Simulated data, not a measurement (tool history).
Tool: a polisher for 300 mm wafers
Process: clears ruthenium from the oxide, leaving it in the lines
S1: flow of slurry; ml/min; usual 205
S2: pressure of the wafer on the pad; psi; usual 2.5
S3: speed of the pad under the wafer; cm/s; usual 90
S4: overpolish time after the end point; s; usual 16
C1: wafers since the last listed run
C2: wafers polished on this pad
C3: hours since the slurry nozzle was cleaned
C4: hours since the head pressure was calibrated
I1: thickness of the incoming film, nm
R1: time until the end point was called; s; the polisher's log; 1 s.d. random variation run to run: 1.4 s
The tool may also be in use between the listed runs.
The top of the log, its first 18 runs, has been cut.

run	day	S1	S2	S3	S4	C1	C2	C3	C4	I1	R1
19	9.775	135	3.3	90	12	123	869	120.2	1148.5	162.7	147
20	10.238	205	2.5	90	16	82	952	131.3	1159.6	165	182.8
# day 10.404: head pressure recalibrated
21	10.908	205	2.1	116	16	104	1056	147.4	12.1	165.4	169.9
# day 11.546: worn pad replaced by a new one
22	11.567	185	3.3	90	16	87	3	163.2	27.9	168.3	132.5
23	11.979	205	3	118	21	73	77	173.1	37.8	165	110.4
24	12.379	205	1.8	116	16	71	148	182.7	47.4	161.8	182.8
25	13.083	205	2.5	90	16	125	274	199.6	64.3	164.1	175.9
26	13.833	245	2.5	90	16	133	407	217.6	82.3	166	174.8
27	14.342	205	2.5	90	16	90	498	229.8	94.5	165.4	178.4
28	14.758	235	1.8	100	11	74	572	239.8	104.5	165.9	222
29	15.058	175	2.5	70	16	53	626	247	111.7	166.8	241.7
30	15.438	205	3.3	78	24	67	693	256.1	120.8	162.3	155

5 options for the next run, each taken on its own from the tool as it stands now. Forecast them:
A	15.458	205	2.5	90	16	3	697	256.6	121.3	167.4	?
B	15.458	230	2.5	90	16	3	697	256.6	121.3	167.4	?
C	15.458	205	2	90	16	3	697	256.6	121.3	167.4	?
D	15.458	140	1.9	90	6	3	697	256.6	121.3	167.4	?
E	15.458	170	2.5	90	16	3	697	256.6	121.3	167.4	?

run	R1
A	185.1
B	181.9
C	231.4
D	249.3
E	191.4
Had the tool no hidden state, the same runs would have come out as:
run	R1
A	169.9
B	167.3
C	212.3
D	239.4
E	175

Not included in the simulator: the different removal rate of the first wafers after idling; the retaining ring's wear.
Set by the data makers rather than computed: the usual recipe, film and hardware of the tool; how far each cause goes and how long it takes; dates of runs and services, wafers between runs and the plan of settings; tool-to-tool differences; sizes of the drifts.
